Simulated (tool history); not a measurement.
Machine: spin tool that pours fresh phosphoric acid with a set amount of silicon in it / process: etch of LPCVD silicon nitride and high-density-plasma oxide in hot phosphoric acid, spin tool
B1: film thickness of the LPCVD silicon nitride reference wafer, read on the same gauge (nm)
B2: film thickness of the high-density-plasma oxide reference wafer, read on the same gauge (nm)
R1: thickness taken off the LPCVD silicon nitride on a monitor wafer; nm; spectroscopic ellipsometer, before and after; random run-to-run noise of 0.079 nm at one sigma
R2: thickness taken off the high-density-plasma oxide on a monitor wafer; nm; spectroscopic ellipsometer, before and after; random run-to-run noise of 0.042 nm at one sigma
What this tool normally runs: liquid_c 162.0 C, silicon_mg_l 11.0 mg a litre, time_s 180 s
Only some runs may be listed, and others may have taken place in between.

{"run": 1, "day": 0.0, "liquid_c": 162.0, "silicon_mg_l": 11.0, "time_s": 180, "B1": 119.99, "B2": 50.01, "R1": 14.76, "R2": 0.47}
{"run": 2, "day": 0.704, "liquid_c": 162.0, "silicon_mg_l": 11.0, "time_s": 180, "B1": 120.0, "B2": 50.005, "R1": 14.64, "R2": 0.437}
{"run": 3, "day": 1.538, "liquid_c": 162.0, "silicon_mg_l": 11.0, "time_s": 180, "B1": 120.0, "B2": 49.989, "R1": 14.66, "R2": 0.418}
{"run": 4, "day": 2.246, "liquid_c": 162.0, "silicon_mg_l": 11.0, "time_s": 180, "B1": 119.98, "B2": 50.011, "R1": 14.66, "R2": 0.431}
{"day": 2.946, "done": "dissolved silicon flow meter replaced"}
{"run": 5, "day": 3.525, "liquid_c": 162.0, "silicon_mg_l": 11.0, "time_s": 180, "B1": 119.99, "B2": 50.0, "R1": 14.49, "R2": 0.451}
{"run": 6, "day": 4.721, "liquid_c": 162.0, "silicon_mg_l": 14.0, "time_s": 265, "B1": 120.0, "B2": 49.985, "R1": 21.38, "R2": 0.644}
{"run": 7, "day": 5.888, "liquid_c": 162.0, "silicon_mg_l": 14.0, "time_s": 265, "B1": 119.97, "B2": 50.021, "R1": 21.44, "R2": 0.584}
{"run": 8, "day": 6.579, "liquid_c": 163.5, "silicon_mg_l": 11.0, "time_s": 180, "B1": 120.02, "B2": 49.997, "R1": 15.34, "R2": 0.49}
{"run": 9, "day": 7.967, "liquid_c": 160.0, "silicon_mg_l": 13.5, "time_s": 180, "B1": 120.01, "B2": 50.012, "R1": 13.37, "R2": 0.363}
{"run": 10, "day": 9.208, "liquid_c": 160.0, "silicon_mg_l": 19.5, "time_s": 90, "B1": 120.01, "B2": 49.969, "R1": 6.64, "R2": 0.157}
{"run": 11, "day": 10.408, "liquid_c": 162.0, "silicon_mg_l": 11.0, "time_s": 180, "B1": 119.98, "B2": 49.997, "R1": 14.37, "R2": 0.484}
{"run": 12, "day": 11.762, "liquid_c": 162.0, "silicon_mg_l": 11.0, "time_s": 180, "B1": 119.95, "B2": 50.012, "R1": 14.43, "R2": 0.373}
{"day": 12.388, "done": "thermometer replaced"}
{"day": 12.433, "done": "gauge calibrated"}
{"run": 13, "day": 12.808, "liquid_c": 160.0, "silicon_mg_l": 7.0, "time_s": 150, "B1": 120.0, "B2": 50.005, "R1": 12.32, "R2": 0.403}
{"run": 14, "day": 13.533, "liquid_c": 163.0, "silicon_mg_l": 15.5, "time_s": 115, "B1": 119.99, "B2": 50.05, "R1": 10.34, "R2": 0.329}
{"run": 15, "day": 14.525, "liquid_c": 163.5, "silicon_mg_l": 17.0, "time_s": 180, "B1": 120.02, "B2": 49.967, "R1": 16.44, "R2": 0.511}
{"run": 16, "day": 15.508, "liquid_c": 159.0, "silicon_mg_l": 15.5, "time_s": 250, "B1": 120.01, "B2": 49.995, "R1": 19.6, "R2": 0.49}
{"day": 16.208, "done": "heated supply line repaired"}
{"run": 17, "day": 16.888, "liquid_c": 162.0, "silicon_mg_l": 3.0, "time_s": 180, "B1": 119.99, "B2": 50.021, "R1": 17.28, "R2": 0.765}
{"run": 18, "day": 18.296, "liquid_c": 159.5, "silicon_mg_l": 11.0, "time_s": 180, "B1": 120.02, "B2": 50.036, "R1": 15.76, "R2": 0.568}
{"run": 19, "day": 19.538, "liquid_c": 162.0, "silicon_mg_l": 19.5, "time_s": 180, "B1": 120.0, "B2": 49.984, "R1": 17.18, "R2": 0.464}
{"run": 20, "day": 20.679, "liquid_c": 162.0, "silicon_mg_l": 11.0, "time_s": 180, "B1": 119.98, "B2": 49.954, "R1": 17.22, "R2": 0.617}
{"run": 21, "day": 22.0, "liquid_c": 160.5, "silicon_mg_l": 11.0, "time_s": 180, "B1": 119.98, "B2": 49.989, "R1": 16.33, "R2": 0.543}

4 ways to go on from here, each from the tool as it stands after run 21. What would each give?
{"run": "A", "day": 22.021, "liquid_c": 162.0, "silicon_mg_l": 11.0, "time_s": 210, "B1": "?", "B2": "?", "R1": "?", "R2": "?"}
{"run": "B", "day": 22.021, "liquid_c": 163.0, "silicon_mg_l": 8.0, "time_s": 230, "B1": "?", "B2": "?", "R1": "?", "R2": "?"}
{"run": "C", "day": 22.021, "liquid_c": 162.0, "silicon_mg_l": 15.5, "time_s": 180, "B1": "?", "B2": "?", "R1": "?", "R2": "?"}
{"run": "D", "day": 22.021, "liquid_c": 162.0, "silicon_mg_l": 5.5, "time_s": 80, "B1": "?", "B2": "?", "R1": "?", "R2": "?"}

run=A B1=120.01 B2=50.011 R1=19.93 R2=0.787
run=B B1=120.01 B2=50.011 R1=22.57 R2=0.991
run=C B1=120.01 B2=50.011 R1=17.08 R2=0.606
run=D B1=120.01 B2=50.011 R1=7.59 R2=0.337
Without the tool's unlogged condition, the same runs would have read:
run=A R1=20.82 R2=0.866
run=B R1=23.57 R2=1.090
run=C R1=17.84 R2=0.666
run=D R1=7.93 R2=0.371
